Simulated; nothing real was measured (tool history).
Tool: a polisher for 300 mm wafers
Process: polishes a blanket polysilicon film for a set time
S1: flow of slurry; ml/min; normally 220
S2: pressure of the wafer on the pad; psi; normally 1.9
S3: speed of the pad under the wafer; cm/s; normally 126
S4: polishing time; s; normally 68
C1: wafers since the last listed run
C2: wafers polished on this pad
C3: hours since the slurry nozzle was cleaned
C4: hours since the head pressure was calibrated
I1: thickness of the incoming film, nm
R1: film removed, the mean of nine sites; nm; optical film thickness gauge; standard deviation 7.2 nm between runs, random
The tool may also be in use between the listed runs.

run	day	S1	S2	S3	S4	C1	C2	C3	C4	I1	R1
1	0.000	220	2.3	126	68	0	532	271.1	808.5	1332.6	556.4
2	0.654	220	2.3	126	68	123	656	286.8	824.2	1343.4	569.6
3	1.071	220	2.3	126	68	78	735	296.8	834.2	1319.5	548.5
4	1.804	265	1.9	126	79	138	874	314.4	851.8	1327.6	552.0
5	2.104	265	1.9	126	79	56	931	321.6	859.0	1346.1	533.0
6	2.758	265	1.9	126	79	123	1054	337.3	874.7	1350.9	548.3
7	3.112	220	1.9	126	68	67	1121	345.8	883.2	1317.7	449.5
8	3.833	220	1.9	126	68	136	1258	363.1	900.5	1316.3	450.2
# day 4.358: slurry nozzle cleaned
# day 4.479: head pressure recalibrated
9	4.558	220	1.9	126	68	113	1371	4.8	1.9	1327.0	501.9

Estimate the outcome of run 10 from the log above:
# day 4.904: worn pad replaced by a new one
10	5.300	155	2.6	126	91	108	74	22.6	19.7	1351.9	?

Run 10 produced R1 832.3 nm.
Minus the tool's unlogged condition, the same run would have read R1 841.5 nm.

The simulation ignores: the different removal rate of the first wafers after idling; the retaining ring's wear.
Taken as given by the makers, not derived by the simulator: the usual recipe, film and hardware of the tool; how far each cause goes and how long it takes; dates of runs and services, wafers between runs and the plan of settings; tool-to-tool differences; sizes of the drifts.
